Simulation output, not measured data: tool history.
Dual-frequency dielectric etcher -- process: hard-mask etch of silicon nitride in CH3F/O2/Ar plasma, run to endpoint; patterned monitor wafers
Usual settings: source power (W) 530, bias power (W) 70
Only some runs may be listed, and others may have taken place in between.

run,hour,source power (W),bias power (W),"incoming incoming film thickness, nm",endpoint time (s)
1,0.0,600,58,45.09,56.1
2,34.9,530,70,45.77,55.7
3,63.2,530,70,45.25,54.9
4,95.0,530,70,45.48,55.5
5,115.5,530,70,45.51,55.2
6,146.8,530,70,45.41,55.1
7,166.0,530,70,45.87,56.1
8,193.1,630,70,44.86,50.7
# hour 221.0: wet clean of the chamber
9,289.2,630,70,45.69,51.5
10,305.6,630,70,45.84,51.7
# hour 320.3: bias power generator calibrated
11,321.2,530,70,45.48,54.9
12,356.0,530,70,45.96,54.9
13,375.8,530,70,45.27,54.7
14,411.6,480,70,45.98,57.9
15,428.4,530,70,46.03,55.7
16,450.9,530,70,46.09,55.7
17,474.7,420,82,45.86,56.7
18,491.9,430,77,45.32,57.2
19,519.8,490,64,45.88,59.1
20,543.7,420,54,45.84,68.0
21,566.3,460,58,45.51,63.1
22,605.1,620,79,45.86,49.7
23,628.6,530,70,45.41,55.0
# hour 640.7: source power generator calibrated
24,654.2,620,63,45.57,54.6
25,686.0,410,62,45.52,64.4
# hour 727.5: wet clean of the chamber
26,728.0,420,52,45.73,68.2
27,740.5,530,70,45.03,53.9
# hour 772.3: upper electrode replaced, of another model than before
28,772.8,470,82,45.49,52.0
29,800.6,630,87,45.69,43.6
30,829.6,530,70,46.42,55.8
31,844.9,440,75,45.93,58.5
32,945.1,430,70,45.39,61.7
33,960.2,480,76,45.42,55.2
34,1055.1,530,70,45.53,55.0
35,1080.2,660,59,46.18,56.0
36,1115.5,530,70,45.59,55.2

Below are 3 alternative next runs, each starting from the tool's condition after run 36. Predict each:
A,1115.9,530,70,45.78,?
B,1115.9,430,60,45.78,?
C,1115.9,530,83,45.78,?

run,endpoint time (s)
A,55.3
B,69.9
C,49.5
Without the tool's hidden state the same runs would have given:
run,endpoint time (s)
A,54.6
B,69.0
C,48.9
